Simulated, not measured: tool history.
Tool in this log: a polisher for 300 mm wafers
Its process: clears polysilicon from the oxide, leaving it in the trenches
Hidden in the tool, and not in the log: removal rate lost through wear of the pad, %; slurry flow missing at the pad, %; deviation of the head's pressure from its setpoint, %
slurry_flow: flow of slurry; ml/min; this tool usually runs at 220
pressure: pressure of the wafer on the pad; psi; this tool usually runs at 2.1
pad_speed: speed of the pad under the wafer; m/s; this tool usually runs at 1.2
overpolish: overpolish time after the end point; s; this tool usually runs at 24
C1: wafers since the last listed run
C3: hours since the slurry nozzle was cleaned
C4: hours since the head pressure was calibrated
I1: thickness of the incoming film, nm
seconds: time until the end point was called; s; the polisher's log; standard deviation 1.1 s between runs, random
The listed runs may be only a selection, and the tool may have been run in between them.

Run 1, hour 0: usual settings but pad_speed 1.02 m/s; C1 0; wafers polished on this pad 5277; C3 673.2; C4 875.5; I1 677.2. Result: seconds 75 s.
At hour 38.5: worn pad replaced by a new one.
Run 2, hour 98.1: usual settings but pad_speed 1.02 m/s; C1 1065; wafers polished on this pad 674; C3 771.3; C4 973.6; I1 687. Result: seconds 72 s.
Run 3, hour 148: usual settings but pad_speed 1.02 m/s; C1 565; wafers polished on this pad 1240; C3 821.2; C4 1023.5; I1 676.6. Result: seconds 70.8 s.
At hour 169.2: slurry nozzle cleaned.
Run 4, hour 194.5: usual settings but slurry_flow 260 ml/min; C1 515; wafers polished on this pad 1755; C3 25.3; C4 1070; I1 677.8. Result: seconds 60.7 s.
At hour 197.7: head pressure recalibrated.
Run 5, hour 248.2: usual settings but slurry_flow 260 ml/min; C1 585; wafers polished on this pad 2340; C3 79; C4 50.5; I1 667.6. Result: seconds 61.3 s.
Run 6, hour 338: usual settings; C1 1016; wafers polished on this pad 3357; C3 168.8; C4 140.3; I1 683.7. Result: seconds 64.2 s.
Run 7, hour 406.2: usual settings; C1 772; wafers polished on this pad 4129; C3 237; C4 208.5; I1 686.9. Result: seconds 63.9 s.
Run 8, hour 477.7: usual settings; C1 809; wafers polished on this pad 4939; C3 308.5; C4 280; I1 681.1. Result: seconds 63.4 s.
At hour 515.3: worn pad replaced by a new one.
Run 9, hour 583.9: usual settings; C1 1157; wafers polished on this pad 776; C3 414.7; C4 386.2; I1 669.3. Result: seconds 60 s.
Run 10, hour 660.9: usual settings; C1 871; wafers polished on this pad 1648; C3 491.7; C4 463.2; I1 669.6. Result: seconds 59.7 s.
Run 11, hour 804.4: usual settings; C1 1624; wafers polished on this pad 3273; C3 635.2; C4 606.7; I1 679.2. Result: seconds 63 s.
At hour 856.6: slurry nozzle cleaned.
Run 12, hour 857.1: usual settings; C1 585; wafers polished on this pad 3858; C3 0.5; C4 659.4; I1 674.9. Result: seconds 64 s.
Run 13, hour 932.4: usual settings but pad_speed 1.08 m/s; C1 852; wafers polished on this pad 4711; C3 75.8; C4 734.7; I1 690.2. Result: seconds 70.9 s.
Run 14, hour 984.7: usual settings but pad_speed 1.08 m/s; C1 592; wafers polished on this pad 5303; C3 128.1; C4 787; I1 687.7. Result: seconds 71.1 s.
At hour 991.8: worn pad replaced by a new one.
Run 15, hour 1044.4: usual settings but pad_speed 1.08 m/s; C1 630; wafers polished on this pad 595; C3 187.8; C4 846.7; I1 664.1. Result: seconds 65.3 s.
Run 16, hour 1146.4: usual settings but pad_speed 0.88 m/s, overpolish 31 s; C1 1154; wafers polished on this pad 1750; C3 289.8; C4 948.7; I1 678.9. Result: seconds 82.1 s.
Run 17, hour 1188.6: usual settings but slurry_flow 245 ml/min, pressure 1.9 psi, pad_speed 1.3 m/s, overpolish 34 s; C1 477; wafers polished on this pad 2228; C3 332; C4 990.9; I1 675.1. Result: seconds 62 s.
At hour 1294: head pressure recalibrated.
Run 18, hour 1294.5: usual settings; C1 1176; wafers polished on this pad 3404; C3 437.9; C4 0.5; I1 672.4. Result: seconds 61.4 s.
Run 19, hour 1365.8: usual settings but pressure 1.6 psi, overpolish 19 s; C1 807; wafers polished on this pad 4211; C3 509.2; C4 71.8; I1 676.3. Result: seconds 84.5 s.
At hour 1412.5: worn pad replaced by a new one.
Run 20, hour 1422.2: usual settings; C1 593; wafers polished on this pad 109; C3 565.6; C4 128.2; I1 684.2. Result: seconds 58.6 s.
Run 21, hour 1497: usual settings but slurry_flow 175 ml/min, pad_speed 1.38 m/s; C1 846; wafers polished on this pad 956; C3 640.4; C4 203; I1 690.4. Result: seconds 54.4 s.
Run 22, hour 1562.5: usual settings but slurry_flow 150 ml/min, overpolish 29 s; C1 741; wafers polished on this pad 1698; C3 705.9; C4 268.5; I1 685. Result: seconds 61.3 s.
Run 23, hour 1619.6: usual settings but pad_speed 1.32 m/s, overpolish 13 s; C1 646; wafers polished on this pad 2344; C3 763; C4 325.6; I1 688.4. Result: seconds 55.5 s.
At hour 1641.2: slurry nozzle cleaned.
Run 24, hour 1676.1: usual settings; C1 628; wafers polished on this pad 2973; C3 34.9; C4 382.1; I1 692.4. Result: seconds 62.4 s.
Run 25, hour 1715.3: usual settings but pad_speed 0.8 m/s; C1 443; wafers polished on this pad 3417; C3 74.1; C4 421.3; I1 686.2. Result: seconds 93.5 s.
Run 26, hour 1822.7: usual settings but pressure 2.7 psi, pad_speed 1.4 m/s, overpolish 36 s; C1 1216; wafers polished on this pad 4633; C3 181.5; C4 528.7; I1 676.8. Result: seconds 40.7 s.
At hour 1850.2: worn pad replaced by a new one.
Run 27, hour 1966.2: usual settings; C1 1579; wafers polished on this pad 1313; C3 325; C4 672.2; I1 686.1. Result: seconds 60.5 s.
Run 28, hour 2056.2: usual settings but pressure 2.3 psi; C1 1019; wafers polished on this pad 2332; C3 415; C4 762.2; I1 673.8. Result: seconds 55.5 s.
Run 29, hour 2103.8: usual settings; C1 538; wafers polished on this pad 2871; C3 462.6; C4 809.8; I1 679.7. Result: seconds 61.4 s.
Run 30, hour 2174.2: usual settings but pad_speed 1.36 m/s, overpolish 31 s; C1 797; wafers polished on this pad 3668; C3 533; C4 880.2; I1 671.8. Result: seconds 54.3 s.
Run 31, hour 2226.9: usual settings but pad_speed 1.08 m/s; C1 596; wafers polished on this pad 4265; C3 585.7; C4 932.9; I1 678.1. Result: seconds 70.5 s.
Run 32, hour 2289.3: usual settings but pad_speed 1.58 m/s, overpolish 16 s; C1 706; wafers polished on this pad 4971; C3 648.1; C4 995.3; I1 678.3. Result: seconds 48.3 s.

Below, each run's measurement less what the same run would have read without the hidden state. Both values contain the same run-to-run variation, but the gauge's scatter may not be the same in both:
run  seconds
  1     +6.8
  2     +3.1
  3     +4.2
  4     +4.2
  5     +4.8
  6     +5.7
  7       +6
  8     +6.1
  9     +2.3
 10     +3.6
 11     +5.1
 12     +5.5
 13     +6.3
 14     +6.4
 15     +1.8
 16     +4.7
 17       +4
 18     +4.7
 19     +6.8
 20     +0.3
 21       +2
 22     +3.3
 23     +3.5
 24     +4.3
 25     +6.8
 26     +3.2
 27     +3.1
 28     +3.9
 29     +4.6
 30     +4.3
 31     +5.9
 32     +4.2

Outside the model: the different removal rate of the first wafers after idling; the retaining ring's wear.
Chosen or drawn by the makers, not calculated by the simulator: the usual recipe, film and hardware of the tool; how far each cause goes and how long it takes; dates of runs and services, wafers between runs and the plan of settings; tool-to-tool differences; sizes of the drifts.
